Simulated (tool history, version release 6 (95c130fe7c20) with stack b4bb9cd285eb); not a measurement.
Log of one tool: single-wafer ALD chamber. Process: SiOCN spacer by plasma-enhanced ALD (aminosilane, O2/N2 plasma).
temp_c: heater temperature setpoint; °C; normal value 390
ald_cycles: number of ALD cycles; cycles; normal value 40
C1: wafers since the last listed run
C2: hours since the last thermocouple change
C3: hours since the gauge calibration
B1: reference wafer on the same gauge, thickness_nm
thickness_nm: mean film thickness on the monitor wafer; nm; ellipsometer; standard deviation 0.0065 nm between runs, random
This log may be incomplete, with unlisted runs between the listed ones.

{"run": 1, "hour": 0.0, "temp_c": 390, "ald_cycles": 35, "C1": 0, "C2": 388.9, "C3": 1740.1, "B1": 2.267, "thickness_nm": 2.297}
{"run": 2, "hour": 67.2, "temp_c": 390, "ald_cycles": 35, "C1": 384, "C2": 456.1, "C3": 1807.3, "B1": 2.266, "thickness_nm": 2.308}
{"run": 3, "hour": 139.5, "temp_c": 390, "ald_cycles": 40, "C1": 413, "C2": 528.4, "C3": 1879.6, "B1": 2.266, "thickness_nm": 2.636}
{"run": 4, "hour": 352.0, "temp_c": 390, "ald_cycles": 40, "C1": 1215, "C2": 740.9, "C3": 2092.1, "B1": 2.273, "thickness_nm": 2.64}
{"run": 5, "hour": 452.1, "temp_c": 390, "ald_cycles": 40, "C1": 572, "C2": 841.0, "C3": 2192.2, "B1": 2.273, "thickness_nm": 2.633}
{"run": 6, "hour": 532.5, "temp_c": 390, "ald_cycles": 40, "C1": 459, "C2": 921.4, "C3": 2272.6, "B1": 2.27, "thickness_nm": 2.638}
{"run": 7, "hour": 598.2, "temp_c": 390, "ald_cycles": 38, "C1": 375, "C2": 987.1, "C3": 2338.3, "B1": 2.27, "thickness_nm": 2.514}
{"run": 8, "hour": 694.0, "temp_c": 390, "ald_cycles": 38, "C1": 547, "C2": 1082.9, "C3": 2434.1, "B1": 2.272, "thickness_nm": 2.504}
{"run": 9, "hour": 763.5, "temp_c": 390, "ald_cycles": 40, "C1": 397, "C2": 1152.4, "C3": 2503.6, "B1": 2.273, "thickness_nm": 2.641}
{"run": 10, "hour": 827.7, "temp_c": 396, "ald_cycles": 40, "C1": 367, "C2": 1216.6, "C3": 2567.8, "B1": 2.271, "thickness_nm": 2.635}
{"run": 11, "hour": 875.1, "temp_c": 390, "ald_cycles": 36, "C1": 271, "C2": 1264.0, "C3": 2615.2, "B1": 2.273, "thickness_nm": 2.379}
{"run": 12, "hour": 970.3, "temp_c": 390, "ald_cycles": 45, "C1": 544, "C2": 1359.2, "C3": 2710.4, "B1": 2.274, "thickness_nm": 2.961}
{"run": 13, "hour": 1040.5, "temp_c": 390, "ald_cycles": 45, "C1": 401, "C2": 1429.4, "C3": 2780.6, "B1": 2.272, "thickness_nm": 2.988}
{"run": 14, "hour": 1083.5, "temp_c": 378, "ald_cycles": 44, "C1": 245, "C2": 1472.4, "C3": 2823.6, "B1": 2.273, "thickness_nm": 2.913}
{"hour": 1213.6, "done": "gauge calibrated"}
{"run": 15, "hour": 1363.7, "temp_c": 378, "ald_cycles": 44, "C1": 1602, "C2": 1752.6, "C3": 150.1, "B1": 2.231, "thickness_nm": 2.842}
{"run": 16, "hour": 1458.6, "temp_c": 390, "ald_cycles": 40, "C1": 542, "C2": 1847.5, "C3": 245.0, "B1": 2.235, "thickness_nm": 2.604}
{"run": 17, "hour": 1498.5, "temp_c": 390, "ald_cycles": 44, "C1": 228, "C2": 1887.4, "C3": 284.9, "B1": 2.233, "thickness_nm": 2.847}
{"run": 18, "hour": 1601.9, "temp_c": 390, "ald_cycles": 44, "C1": 591, "C2": 1990.8, "C3": 388.3, "B1": 2.237, "thickness_nm": 2.874}
{"run": 19, "hour": 1651.2, "temp_c": 390, "ald_cycles": 44, "C1": 281, "C2": 2040.1, "C3": 437.6, "B1": 2.24, "thickness_nm": 2.867}
{"run": 20, "hour": 1734.6, "temp_c": 390, "ald_cycles": 40, "C1": 476, "C2": 2123.5, "C3": 521.0, "B1": 2.245, "thickness_nm": 2.609}
{"run": 21, "hour": 1805.3, "temp_c": 390, "ald_cycles": 40, "C1": 404, "C2": 2194.2, "C3": 591.7, "B1": 2.245, "thickness_nm": 2.6}
{"run": 22, "hour": 1843.6, "temp_c": 390, "ald_cycles": 40, "C1": 219, "C2": 2232.5, "C3": 630.0, "B1": 2.246, "thickness_nm": 2.614}
{"run": 23, "hour": 1912.2, "temp_c": 400, "ald_cycles": 47, "C1": 392, "C2": 2301.1, "C3": 698.6, "B1": 2.244, "thickness_nm": 3.066}
{"run": 24, "hour": 1969.5, "temp_c": 403, "ald_cycles": 36, "C1": 327, "C2": 2358.4, "C3": 755.9, "B1": 2.246, "thickness_nm": 2.343}
{"run": 25, "hour": 2061.4, "temp_c": 385, "ald_cycles": 33, "C1": 525, "C2": 2450.3, "C3": 847.8, "B1": 2.25, "thickness_nm": 2.156}
{"run": 26, "hour": 2148.7, "temp_c": 390, "ald_cycles": 40, "C1": 499, "C2": 2537.6, "C3": 935.1, "B1": 2.253, "thickness_nm": 2.617}
{"run": 27, "hour": 2229.4, "temp_c": 399, "ald_cycles": 36, "C1": 461, "C2": 2618.3, "C3": 1015.8, "B1": 2.252, "thickness_nm": 2.353}
{"run": 28, "hour": 2326.0, "temp_c": 390, "ald_cycles": 40, "C1": 552, "C2": 2714.9, "C3": 1112.4, "B1": 2.256, "thickness_nm": 2.628}
{"run": 29, "hour": 2420.6, "temp_c": 376, "ald_cycles": 34, "C1": 540, "C2": 2809.5, "C3": 1207.0, "B1": 2.256, "thickness_nm": 2.226}
{"run": 30, "hour": 2513.2, "temp_c": 383, "ald_cycles": 48, "C1": 529, "C2": 2902.1, "C3": 1299.6, "B1": 2.259, "thickness_nm": 3.159}
{"run": 31, "hour": 2592.6, "temp_c": 399, "ald_cycles": 38, "C1": 454, "C2": 2981.5, "C3": 1379.0, "B1": 2.259, "thickness_nm": 2.489}
{"run": 32, "hour": 2671.6, "temp_c": 390, "ald_cycles": 40, "C1": 451, "C2": 3060.5, "C3": 1458.0, "B1": 2.26, "thickness_nm": 2.62}
{"run": 33, "hour": 2743.0, "temp_c": 395, "ald_cycles": 35, "C1": 408, "C2": 3131.9, "C3": 1529.4, "B1": 2.26, "thickness_nm": 2.298}
{"run": 34, "hour": 2840.3, "temp_c": 379, "ald_cycles": 47, "C1": 556, "C2": 3229.2, "C3": 1626.7, "B1": 2.26, "thickness_nm": 3.091}
{"hour": 2861.3, "done": "thermocouple changed; heater temperature recalibrated"}
{"run": 35, "hour": 2924.2, "temp_c": 390, "ald_cycles": 40, "C1": 434, "C2": 62.9, "C3": 1710.6, "B1": 2.262, "thickness_nm": 2.632}
{"run": 36, "hour": 3026.2, "temp_c": 397, "ald_cycles": 40, "C1": 583, "C2": 164.9, "C3": 1812.6, "B1": 2.264, "thickness_nm": 2.635}
{"run": 37, "hour": 3131.7, "temp_c": 398, "ald_cycles": 48, "C1": 603, "C2": 270.4, "C3": 1918.1, "B1": 2.263, "thickness_nm": 3.176}
{"run": 38, "hour": 3310.4, "temp_c": 398, "ald_cycles": 34, "C1": 1021, "C2": 449.1, "C3": 2096.8, "B1": 2.265, "thickness_nm": 2.233}
{"run": 39, "hour": 3409.6, "temp_c": 400, "ald_cycles": 33, "C1": 567, "C2": 548.3, "C3": 2196.0, "B1": 2.264, "thickness_nm": 2.172}
{"run": 40, "hour": 3495.2, "temp_c": 397, "ald_cycles": 33, "C1": 489, "C2": 633.9, "C3": 2281.6, "B1": 2.265, "thickness_nm": 2.169}
{"run": 41, "hour": 3585.7, "temp_c": 403, "ald_cycles": 43, "C1": 517, "C2": 724.4, "C3": 2372.1, "B1": 2.263, "thickness_nm": 2.805}
{"run": 42, "hour": 3656.0, "temp_c": 394, "ald_cycles": 32, "C1": 401, "C2": 794.7, "C3": 2442.4, "B1": 2.269, "thickness_nm": 2.114}
{"run": 43, "hour": 3702.0, "temp_c": 395, "ald_cycles": 33, "C1": 263, "C2": 840.7, "C3": 2488.4, "B1": 2.265, "thickness_nm": 2.167}
{"run": 44, "hour": 3763.0, "temp_c": 398, "ald_cycles": 33, "C1": 348, "C2": 901.7, "C3": 2549.4, "B1": 2.266, "thickness_nm": 2.168}
{"run": 45, "hour": 3854.2, "temp_c": 381, "ald_cycles": 43, "C1": 521, "C2": 992.9, "C3": 2640.6, "B1": 2.27, "thickness_nm": 2.826}

Below are 5 alternative next runs, each starting from the tool's condition after run 45. Predict each:
{"run": "A", "hour": 3854.7, "temp_c": 390, "ald_cycles": 48, "C1": 2, "C2": 993.4, "C3": 2641.1, "B1": "?", "thickness_nm": "?"}
{"run": "B", "hour": 3854.7, "temp_c": 384, "ald_cycles": 36, "C1": 2, "C2": 993.4, "C3": 2641.1, "B1": "?", "thickness_nm": "?"}
{"run": "C", "hour": 3854.7, "temp_c": 401, "ald_cycles": 35, "C1": 2, "C2": 993.4, "C3": 2641.1, "B1": "?", "thickness_nm": "?"}
{"run": "D", "hour": 3854.7, "temp_c": 396, "ald_cycles": 38, "C1": 2, "C2": 993.4, "C3": 2641.1, "B1": "?", "thickness_nm": "?"}
{"run": "E", "hour": 3854.7, "temp_c": 380, "ald_cycles": 40, "C1": 2, "C2": 993.4, "C3": 2641.1, "B1": "?", "thickness_nm": "?"}

run=A B1=2.266 thickness_nm=3.153
run=B B1=2.266 thickness_nm=2.365
run=C B1=2.266 thickness_nm=2.294
run=D B1=2.266 thickness_nm=2.496
run=E B1=2.266 thickness_nm=2.628
Without the tool's unlogged condition, the same runs would have read:
run=A thickness_nm=3.102
run=B thickness_nm=2.327
run=C thickness_nm=2.257
run=D thickness_nm=2.456
run=E thickness_nm=2.585
